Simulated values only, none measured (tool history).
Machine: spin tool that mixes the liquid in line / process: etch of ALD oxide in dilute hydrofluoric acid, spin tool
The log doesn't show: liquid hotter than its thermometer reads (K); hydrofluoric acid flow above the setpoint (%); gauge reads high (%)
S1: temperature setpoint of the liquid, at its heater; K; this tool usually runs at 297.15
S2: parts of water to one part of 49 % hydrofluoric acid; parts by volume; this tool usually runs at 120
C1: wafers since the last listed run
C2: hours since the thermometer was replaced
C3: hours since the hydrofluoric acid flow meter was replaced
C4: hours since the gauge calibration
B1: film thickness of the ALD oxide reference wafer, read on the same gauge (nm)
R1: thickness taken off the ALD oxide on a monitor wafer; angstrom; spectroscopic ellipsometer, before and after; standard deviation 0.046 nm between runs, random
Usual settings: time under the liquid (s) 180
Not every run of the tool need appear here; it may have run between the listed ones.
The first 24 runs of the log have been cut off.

run 25 hour=1117.1 | S1=301.15 S2=90 time_under_the_liquid_(s)=225 | C1=281 C2=665.7 C3=564.3 C4=674.7 | B1=49.99 | R1=308.3
run 26 hour=1175.1 | S1=297.15 S2=120 time_under_the_liquid_(s)=180 | C1=559 C2=723.7 C3=622.3 C4=732.7 | B1=49.98 | R1=152.4
run 27 hour=1220.2 | S1=292.65 S2=85 time_under_the_liquid_(s)=180 | C1=435 C2=768.8 C3=667.4 C4=777.8 | B1=50.00 | R1=187.4
run 28 hour=1268.0 | S1=300.65 S2=120 time_under_the_liquid_(s)=180 | C1=461 C2=816.6 C3=715.2 C4=825.6 | B1=50.01 | R1=174.4
run 29 hour=1303.3 | S1=297.15 S2=120 time_under_the_liquid_(s)=180 | C1=340 C2=851.9 C3=750.5 C4=860.9 | B1=49.99 | R1=152.4
run 30 hour=1334.7 | S1=292.15 S2=165 time_under_the_liquid_(s)=180 | C1=303 C2=883.3 C3=781.9 C4=892.3 | B1=50.01 | R1=86.9
run 31 hour=1362.7 | S1=297.15 S2=120 time_under_the_liquid_(s)=180 | C1=270 C2=911.3 C3=809.9 C4=920.3 | B1=50.02 | R1=152.9
run 32 hour=1395.5 | S1=297.15 S2=120 time_under_the_liquid_(s)=180 | C1=316 C2=944.1 C3=842.7 C4=953.1 | B1=49.99 | R1=152.7
-- hour=1462.6 gauge calibrated
run 33 hour=1464.9 | S1=292.65 S2=90 time_under_the_liquid_(s)=210 | C1=669 C2=1013.5 C3=912.1 C4=2.3 | B1=49.99 | R1=206.1
run 34 hour=1508.5 | S1=295.15 S2=120 time_under_the_liquid_(s)=280 | C1=420 C2=1057.1 C3=955.7 C4=45.9 | B1=50.04 | R1=220.9

Here are 4 independent what-if runs from the current tool condition. What would each one return?
run A hour=1509.0 | S1=297.15 S2=70 time_under_the_liquid_(s)=180 | C1=4 C2=1057.6 C3=956.2 C4=46.4 | B1=? | R1=?
run B hour=1509.0 | S1=300.65 S2=105 time_under_the_liquid_(s)=210 | C1=4 C2=1057.6 C3=956.2 C4=46.4 | B1=? | R1=?
run C hour=1509.0 | S1=295.65 S2=160 time_under_the_liquid_(s)=180 | C1=4 C2=1057.6 C3=956.2 C4=46.4 | B1=? | R1=?
run D hour=1509.0 | S1=301.65 S2=105 time_under_the_liquid_(s)=210 | C1=4 C2=1057.6 C3=956.2 C4=46.4 | B1=? | R1=?

run=A B1=50.02 R1=279.8
run=B B1=50.02 R1=238.9
run=C B1=50.02 R1=103.9
run=D B1=50.02 R1=248.1
Stripped of hidden state, with their random variation kept, the same runs would have yielded:
run=A R1=273.4
run=B R1=233.2
run=C R1=101.4
run=D R1=242.2
